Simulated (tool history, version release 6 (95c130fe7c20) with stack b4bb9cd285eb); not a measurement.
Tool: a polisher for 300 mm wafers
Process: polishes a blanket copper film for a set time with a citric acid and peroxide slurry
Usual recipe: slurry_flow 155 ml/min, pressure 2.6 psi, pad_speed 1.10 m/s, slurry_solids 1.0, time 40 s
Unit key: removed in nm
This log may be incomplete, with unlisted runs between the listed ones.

| run | day | slurry_flow | pressure | pad_speed | slurry_solids | time | wafers since the last listed run | wafers polished on this pad | hours since the slurry nozzle was cleaned | hours since the head pressure was calibrated | hours since the slurry blender was calibrated | incoming thickness of the incoming film, nm | removed |
|---|---|---|---|---|---|---|---|---|---|---|---|---|---|
| 1 | 0.000 | 125 | 3.2 | 1.10 | 1.0 | 40 | 0 | 600 | 158.0 | 49.2 | 359.6 | 1193.9 | 123.4 |
| 2 | 2.646 | 155 | 2.6 | 1.38 | 1.0 | 40 | 488 | 1089 | 221.5 | 112.7 | 423.1 | 1174.5 | 114.0 |
|  | 4.312 | slurry blender recalibrated |
| 3 | 4.804 | 155 | 2.6 | 1.38 | 1.0 | 40 | 383 | 1472 | 273.3 | 164.5 | 11.8 | 1190.9 | 112.0 |
| 4 | 6.912 | 155 | 2.6 | 1.10 | 0.9 | 40 | 389 | 1862 | 323.9 | 215.1 | 62.4 | 1184.4 | 93.6 |
|  | 7.754 | slurry nozzle cleaned |
| 5 | 9.750 | 155 | 2.6 | 1.10 | 0.9 | 40 | 516 | 2378 | 47.9 | 283.2 | 130.5 | 1169.3 | 92.0 |
| 6 | 11.654 | 155 | 2.6 | 1.10 | 0.9 | 40 | 351 | 2730 | 93.6 | 328.9 | 176.2 | 1176.7 | 87.6 |
| 7 | 12.658 | 155 | 2.6 | 1.10 | 1.0 | 40 | 185 | 2915 | 117.7 | 353.0 | 200.3 | 1181.6 | 90.0 |
|  | 14.800 | worn pad replaced by a new one |
| 8 | 14.979 | 155 | 2.6 | 1.10 | 1.0 | 40 | 397 | 33 | 173.4 | 408.7 | 256.0 | 1163.2 | 102.9 |
| 9 | 16.100 | 155 | 2.6 | 1.10 | 1.0 | 40 | 206 | 240 | 200.3 | 435.6 | 282.9 | 1198.3 | 102.8 |
| 10 | 17.617 | 155 | 2.6 | 1.10 | 1.0 | 40 | 280 | 520 | 236.7 | 472.0 | 319.3 | 1165.4 | 102.6 |
| 11 | 19.146 | 155 | 2.6 | 1.10 | 1.0 | 40 | 282 | 802 | 273.4 | 508.7 | 356.0 | 1185.1 | 101.1 |
|  | 20.888 | slurry blender recalibrated |
|  | 20.979 | head pressure recalibrated |
| 12 | 21.788 | 190 | 2.6 | 1.10 | 1.0 | 40 | 457 | 1259 | 336.8 | 19.4 | 21.6 | 1196.0 | 101.0 |
|  | 22.992 | slurry nozzle cleaned |
| 13 | 24.454 | 110 | 2.6 | 1.10 | 1.2 | 54 | 484 | 1744 | 35.1 | 83.4 | 85.6 | 1192.3 | 138.6 |
| 14 | 26.929 | 155 | 2.6 | 1.46 | 1.0 | 40 | 457 | 2201 | 94.5 | 142.8 | 145.0 | 1200.0 | 113.6 |
|  | 29.662 | worn pad replaced by a new one |
| 15 | 29.683 | 180 | 3.4 | 0.94 | 1.0 | 35 | 477 | 3 | 160.6 | 208.9 | 211.1 | 1189.8 | 108.0 |
|  | 37.429 | slurry nozzle cleaned |
| 16 | 37.554 | 155 | 2.6 | 1.10 | 1.0 | 40 | 1445 | 1449 | 3.0 | 397.8 | 400.0 | 1180.1 | 100.0 |
| 17 | 39.550 | 155 | 2.6 | 1.10 | 1.0 | 40 | 368 | 1818 | 50.9 | 445.7 | 447.9 | 1177.1 | 98.6 |
|  | 40.550 | slurry blender recalibrated |
|  | 41.421 | head pressure recalibrated |
| 18 | 41.496 | 115 | 2.6 | 1.10 | 1.0 | 26 | 328 | 2146 | 97.6 | 1.8 | 22.7 | 1193.2 | 60.5 |

What does the tool deliver on the next run?
| 19 | 43.033 | 120 | 2.6 | 1.10 | 1.1 | 52 | 283 | 2430 | 134.5 | 38.7 | 59.6 | 1177.7 | ? |

removed: 121.4 nm
If the tool had no hidden condition, the same run with the same run-to-run variation would have returned removed 134.3 nm.
